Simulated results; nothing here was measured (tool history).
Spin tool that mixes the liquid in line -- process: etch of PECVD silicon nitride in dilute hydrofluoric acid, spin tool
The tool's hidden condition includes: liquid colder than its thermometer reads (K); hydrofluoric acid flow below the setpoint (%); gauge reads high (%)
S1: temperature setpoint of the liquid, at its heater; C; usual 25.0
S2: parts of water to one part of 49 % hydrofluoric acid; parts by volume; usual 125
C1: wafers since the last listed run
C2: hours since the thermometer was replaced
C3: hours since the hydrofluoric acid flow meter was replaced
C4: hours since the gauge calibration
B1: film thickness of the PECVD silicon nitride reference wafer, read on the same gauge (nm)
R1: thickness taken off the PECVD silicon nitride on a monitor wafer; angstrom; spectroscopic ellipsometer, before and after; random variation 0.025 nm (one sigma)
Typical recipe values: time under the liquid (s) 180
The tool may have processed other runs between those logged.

run 1 day=0.000 | S1=25.0 S2=125 time_under_the_liquid_(s)=180 | C1=0 C2=1842.2 C3=185.2 C4=2670.3 | B1=63.834 | R1=28.88
run 2 day=1.512 | S1=25.0 S2=110 time_under_the_liquid_(s)=180 | C1=319 C2=1878.5 C3=221.5 C4=2706.6 | B1=63.965 | R1=32.43
run 3 day=3.038 | S1=25.0 S2=125 time_under_the_liquid_(s)=235 | C1=321 C2=1915.1 C3=258.1 C4=2743.2 | B1=64.099 | R1=37.09
-- day=4.242 thermometer replaced
run 4 day=4.904 | S1=25.0 S2=125 time_under_the_liquid_(s)=235 | C1=385 C2=15.9 C3=302.9 C4=2788.0 | B1=64.262 | R1=37.20
run 5 day=12.804 | S1=22.5 S2=125 time_under_the_liquid_(s)=100 | C1=1668 C2=205.5 C3=492.5 C4=2977.6 | B1=64.914 | R1=13.73
-- day=13.625 gauge calibrated
run 6 day=14.321 | S1=22.5 S2=125 time_under_the_liquid_(s)=100 | C1=320 C2=241.9 C3=528.9 C4=16.7 | B1=59.670 | R1=12.57
run 7 day=16.279 | S1=25.0 S2=165 time_under_the_liquid_(s)=180 | C1=413 C2=288.9 C3=575.9 C4=63.7 | B1=59.699 | R1=20.25
run 8 day=17.588 | S1=25.0 S2=165 time_under_the_liquid_(s)=180 | C1=276 C2=320.3 C3=607.3 C4=95.1 | B1=59.726 | R1=20.46
run 9 day=19.667 | S1=25.0 S2=125 time_under_the_liquid_(s)=180 | C1=439 C2=370.2 C3=657.2 C4=145.0 | B1=59.695 | R1=26.34
run 10 day=21.600 | S1=21.0 S2=145 time_under_the_liquid_(s)=235 | C1=408 C2=416.6 C3=703.6 C4=191.4 | B1=59.746 | R1=23.25
run 11 day=24.275 | S1=27.5 S2=180 time_under_the_liquid_(s)=150 | C1=564 C2=480.8 C3=767.8 C4=255.6 | B1=59.744 | R1=17.93
run 12 day=30.371 | S1=25.0 S2=125 time_under_the_liquid_(s)=180 | C1=1287 C2=627.1 C3=914.1 C4=401.9 | B1=59.795 | R1=26.72
run 13 day=31.983 | S1=25.0 S2=125 time_under_the_liquid_(s)=180 | C1=340 C2=665.8 C3=952.8 C4=440.6 | B1=59.867 | R1=26.67
run 14 day=33.042 | S1=25.0 S2=125 time_under_the_liquid_(s)=180 | C1=223 C2=691.2 C3=978.2 C4=466.0 | B1=59.787 | R1=26.50
run 15 day=36.008 | S1=25.0 S2=75 time_under_the_liquid_(s)=120 | C1=626 C2=762.4 C3=1049.4 C4=537.2 | B1=59.862 | R1=29.60
run 16 day=38.846 | S1=28.5 S2=80 time_under_the_liquid_(s)=280 | C1=599 C2=830.5 C3=1117.5 C4=605.3 | B1=59.929 | R1=81.82
run 17 day=40.758 | S1=25.0 S2=125 time_under_the_liquid_(s)=270 | C1=403 C2=876.4 C3=1163.4 C4=651.2 | B1=59.949 | R1=40.27
run 18 day=43.267 | S1=20.5 S2=165 time_under_the_liquid_(s)=180 | C1=529 C2=936.6 C3=1223.6 C4=711.4 | B1=59.990 | R1=15.04
run 19 day=45.754 | S1=20.5 S2=75 time_under_the_liquid_(s)=90 | C1=525 C2=996.3 C3=1283.3 C4=771.1 | B1=60.082 | R1=16.53
run 20 day=47.700 | S1=23.0 S2=90 time_under_the_liquid_(s)=180 | C1=410 C2=1043.0 C3=1330.0 C4=817.8 | B1=60.088 | R1=33.00
run 21 day=50.171 | S1=23.0 S2=90 time_under_the_liquid_(s)=180 | C1=521 C2=1102.3 C3=1389.3 C4=877.1 | B1=60.130 | R1=32.86
run 22 day=53.029 | S1=21.5 S2=95 time_under_the_liquid_(s)=145 | C1=603 C2=1170.9 C3=1457.9 C4=945.7 | B1=60.163 | R1=22.48
run 23 day=54.212 | S1=27.0 S2=125 time_under_the_liquid_(s)=135 | C1=249 C2=1199.3 C3=1486.3 C4=974.1 | B1=60.159 | R1=22.68
run 24 day=55.646 | S1=25.0 S2=125 time_under_the_liquid_(s)=180 | C1=302 C2=1233.7 C3=1520.7 C4=1008.5 | B1=60.279 | R1=27.05
run 25 day=58.175 | S1=23.5 S2=125 time_under_the_liquid_(s)=180 | C1=534 C2=1294.4 C3=1581.4 C4=1069.2 | B1=60.335 | R1=24.02
run 26 day=59.912 | S1=25.0 S2=125 time_under_the_liquid_(s)=210 | C1=366 C2=1336.1 C3=1623.1 C4=1110.9 | B1=60.367 | R1=31.60
run 27 day=61.992 | S1=25.0 S2=125 time_under_the_liquid_(s)=180 | C1=439 C2=1386.0 C3=1673.0 C4=1160.8 | B1=60.479 | R1=27.11
run 28 day=63.329 | S1=22.5 S2=90 time_under_the_liquid_(s)=180 | C1=282 C2=1418.1 C3=1705.1 C4=1192.9 | B1=60.500 | R1=31.73
run 29 day=65.088 | S1=29.0 S2=140 time_under_the_liquid_(s)=75 | C1=371 C2=1460.3 C3=1747.3 C4=1235.1 | B1=60.527 | R1=13.06
run 30 day=66.325 | S1=25.0 S2=165 time_under_the_liquid_(s)=280 | C1=261 C2=1490.0 C3=1777.0 C4=1264.8 | B1=60.532 | R1=31.62
run 31 day=67.733 | S1=25.0 S2=90 time_under_the_liquid_(s)=85 | C1=297 C2=1523.8 C3=1810.8 C4=1298.6 | B1=60.619 | R1=17.68
run 32 day=69.079 | S1=25.0 S2=125 time_under_the_liquid_(s)=180 | C1=284 C2=1556.1 C3=1843.1 C4=1330.9 | B1=60.730 | R1=27.16
run 33 day=70.321 | S1=25.0 S2=125 time_under_the_liquid_(s)=180 | C1=262 C2=1585.9 C3=1872.9 C4=1360.7 | B1=60.739 | R1=27.18

Difference, measured minus no-hidden-state, one row per run. Run-to-run variation is common to both terms; the gauge's own scatter need not be:
run=1 R1=+1.75
run=2 R1=+2.02
run=3 R1=+2.37
run=4 R1=+2.45
run=5 R1=+1.02
run=6 R1=-0.06
run=7 R1=-0.10
run=8 R1=-0.10
run=9 R1=-0.13
run=10 R1=-0.11
run=11 R1=-0.08
run=12 R1=-0.09
run=13 R1=-0.08
run=14 R1=-0.08
run=15 R1=-0.07
run=16 R1=-0.12
run=17 R1=-0.04
run=18 R1=-0.01
run=19 R1=+0.01
run=20 R1=+0.05
run=21 R1=+0.07
run=22 R1=+0.07
run=23 R1=+0.09
run=24 R1=+0.13
run=25 R1=+0.14
run=26 R1=+0.20
run=27 R1=+0.20
run=28 R1=+0.26
run=29 R1=+0.12
run=30 R1=+0.31
run=31 R1=+0.19
run=32 R1=+0.31
run=33 R1=+0.32

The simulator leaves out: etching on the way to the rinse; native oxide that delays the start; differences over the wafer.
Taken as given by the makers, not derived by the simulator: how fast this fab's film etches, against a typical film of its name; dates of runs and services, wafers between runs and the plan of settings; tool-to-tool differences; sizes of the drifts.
